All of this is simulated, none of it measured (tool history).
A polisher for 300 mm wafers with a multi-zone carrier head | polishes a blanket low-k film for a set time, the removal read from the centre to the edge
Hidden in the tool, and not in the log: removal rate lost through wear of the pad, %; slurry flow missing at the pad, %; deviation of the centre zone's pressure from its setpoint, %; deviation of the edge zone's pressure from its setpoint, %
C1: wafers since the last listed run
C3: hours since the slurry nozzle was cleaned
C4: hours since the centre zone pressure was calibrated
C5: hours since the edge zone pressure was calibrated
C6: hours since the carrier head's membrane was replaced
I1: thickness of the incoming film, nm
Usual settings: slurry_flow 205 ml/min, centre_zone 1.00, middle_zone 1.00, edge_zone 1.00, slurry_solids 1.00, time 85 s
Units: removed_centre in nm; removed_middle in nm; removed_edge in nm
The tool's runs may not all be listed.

{"run": 1, "day": 0.0, "slurry_flow": 205, "centre_zone": 1.0, "middle_zone": 1.0, "edge_zone": 1.0, "slurry_solids": 1.0, "time": 85, "C1": 0, "wafers polished on this pad": 3414, "C3": 167.0, "C4": 148.0, "C5": 292.9, "C6": 269.1, "I1": 773.0, "removed_centre": 30.6, "removed_middle": 32.4, "removed_edge": 30.4}
{"run": 2, "day": 2.438, "slurry_flow": 205, "centre_zone": 1.0, "middle_zone": 0.95, "edge_zone": 1.0, "slurry_solids": 1.0, "time": 100, "C1": 706, "wafers polished on this pad": 4120, "C3": 225.5, "C4": 206.5, "C5": 351.4, "C6": 327.6, "I1": 772.5, "removed_centre": 36.1, "removed_middle": 35.2, "removed_edge": 35.9}
{"day": 4.571, "done": "worn pad replaced by a new one"}
{"run": 3, "day": 6.992, "slurry_flow": 205, "centre_zone": 1.0, "middle_zone": 1.1, "edge_zone": 0.89, "slurry_solids": 1.0, "time": 85, "C1": 1272, "wafers polished on this pad": 701, "C3": 334.8, "C4": 315.8, "C5": 460.7, "C6": 436.9, "I1": 767.2, "removed_centre": 30.6, "removed_middle": 33.5, "removed_edge": 28.8}
{"run": 4, "day": 8.592, "slurry_flow": 205, "centre_zone": 1.0, "middle_zone": 1.0, "edge_zone": 1.0, "slurry_solids": 1.0, "time": 85, "C1": 463, "wafers polished on this pad": 1165, "C3": 373.2, "C4": 354.2, "C5": 499.1, "C6": 475.3, "I1": 776.1, "removed_centre": 30.3, "removed_middle": 30.7, "removed_edge": 30.5}
{"day": 13.846, "done": "edge zone pressure recalibrated"}
{"run": 5, "day": 14.175, "slurry_flow": 205, "centre_zone": 1.0, "middle_zone": 1.0, "edge_zone": 0.88, "slurry_solids": 1.0, "time": 85, "C1": 1594, "wafers polished on this pad": 2760, "C3": 507.2, "C4": 488.2, "C5": 7.9, "C6": 609.3, "I1": 774.9, "removed_centre": 30.0, "removed_middle": 30.8, "removed_edge": 28.3}
{"run": 6, "day": 16.588, "slurry_flow": 205, "centre_zone": 1.0, "middle_zone": 1.0, "edge_zone": 1.11, "slurry_solids": 1.0, "time": 114, "C1": 699, "wafers polished on this pad": 3459, "C3": 565.1, "C4": 546.1, "C5": 65.8, "C6": 667.2, "I1": 782.1, "removed_centre": 39.7, "removed_middle": 40.5, "removed_edge": 42.6}
{"run": 7, "day": 19.058, "slurry_flow": 205, "centre_zone": 1.0, "middle_zone": 1.06, "edge_zone": 1.0, "slurry_solids": 1.0, "time": 85, "C1": 716, "wafers polished on this pad": 4176, "C3": 624.4, "C4": 605.4, "C5": 125.1, "C6": 726.5, "I1": 788.6, "removed_centre": 29.9, "removed_middle": 31.9, "removed_edge": 29.8}
{"run": 8, "day": 21.558, "slurry_flow": 205, "centre_zone": 1.0, "middle_zone": 1.0, "edge_zone": 1.0, "slurry_solids": 1.15, "time": 85, "C1": 724, "wafers polished on this pad": 4900, "C3": 684.4, "C4": 665.4, "C5": 185.1, "C6": 786.5, "I1": 780.9, "removed_centre": 31.1, "removed_middle": 31.4, "removed_edge": 31.3}
{"day": 21.854, "done": "slurry nozzle cleaned"}
{"day": 22.954, "done": "worn pad replaced by a new one"}
{"run": 9, "day": 24.225, "slurry_flow": 205, "centre_zone": 1.0, "middle_zone": 1.0, "edge_zone": 0.95, "slurry_solids": 1.0, "time": 85, "C1": 712, "wafers polished on this pad": 368, "C3": 56.9, "C4": 729.4, "C5": 249.1, "C6": 850.5, "I1": 772.7, "removed_centre": 32.2, "removed_middle": 32.2, "removed_edge": 30.7}
{"run": 10, "day": 26.067, "slurry_flow": 170, "centre_zone": 1.0, "middle_zone": 1.0, "edge_zone": 0.9, "slurry_solids": 1.0, "time": 85, "C1": 533, "wafers polished on this pad": 902, "C3": 101.1, "C4": 773.6, "C5": 293.3, "C6": 894.7, "I1": 778.0, "removed_centre": 30.1, "removed_middle": 31.2, "removed_edge": 29.2}
{"run": 11, "day": 27.517, "slurry_flow": 205, "centre_zone": 1.0, "middle_zone": 1.0, "edge_zone": 0.94, "slurry_solids": 1.3, "time": 85, "C1": 420, "wafers polished on this pad": 1322, "C3": 135.9, "C4": 808.4, "C5": 328.1, "C6": 929.5, "I1": 781.3, "removed_centre": 34.3, "removed_middle": 35.0, "removed_edge": 33.4}
{"run": 12, "day": 28.846, "slurry_flow": 205, "centre_zone": 1.12, "middle_zone": 1.0, "edge_zone": 1.0, "slurry_solids": 1.0, "time": 85, "C1": 385, "wafers polished on this pad": 1708, "C3": 167.8, "C4": 840.3, "C5": 360.0, "C6": 961.4, "I1": 788.0, "removed_centre": 35.4, "removed_middle": 32.6, "removed_edge": 31.4}
{"run": 13, "day": 31.496, "slurry_flow": 205, "centre_zone": 1.0, "middle_zone": 1.0, "edge_zone": 1.0, "slurry_solids": 1.1, "time": 106, "C1": 768, "wafers polished on this pad": 2476, "C3": 231.4, "C4": 903.9, "C5": 423.6, "C6": 1025.0, "I1": 785.7, "removed_centre": 42.1, "removed_middle": 41.0, "removed_edge": 40.1}
{"run": 14, "day": 36.275, "slurry_flow": 205, "centre_zone": 1.0, "middle_zone": 1.0, "edge_zone": 1.0, "slurry_solids": 1.0, "time": 85, "C1": 1385, "wafers polished on this pad": 3862, "C3": 346.1, "C4": 1018.6, "C5": 538.3, "C6": 1139.7, "I1": 778.9, "removed_centre": 31.6, "removed_middle": 31.8, "removed_edge": 30.9}
{"run": 15, "day": 38.329, "slurry_flow": 205, "centre_zone": 1.1, "middle_zone": 1.0, "edge_zone": 1.0, "slurry_solids": 1.0, "time": 103, "C1": 595, "wafers polished on this pad": 4457, "C3": 395.4, "C4": 1067.9, "C5": 587.6, "C6": 1189.0, "I1": 769.5, "removed_centre": 41.1, "removed_middle": 37.9, "removed_edge": 37.3}

The next listed run, before its measurement:
{"day": 39.875, "done": "worn pad replaced by a new one"}
{"run": 16, "day": 39.896, "slurry_flow": 205, "centre_zone": 1.0, "middle_zone": 1.03, "edge_zone": 1.0, "slurry_solids": 0.7, "time": 85, "C1": 405, "wafers polished on this pad": 6, "C3": 433.0, "C4": 1105.5, "C5": 625.2, "C6": 1226.6, "I1": 772.7, "removed_centre": "?", "removed_middle": "?", "removed_edge": "?"}

removed_centre: 27.2 nm
removed_middle: 28.3 nm
removed_edge: 26.9 nm
Without the tool's hidden state the same run would have given removed_centre 27.4 nm, removed_middle 29.5 nm, removed_edge 27.7 nm.
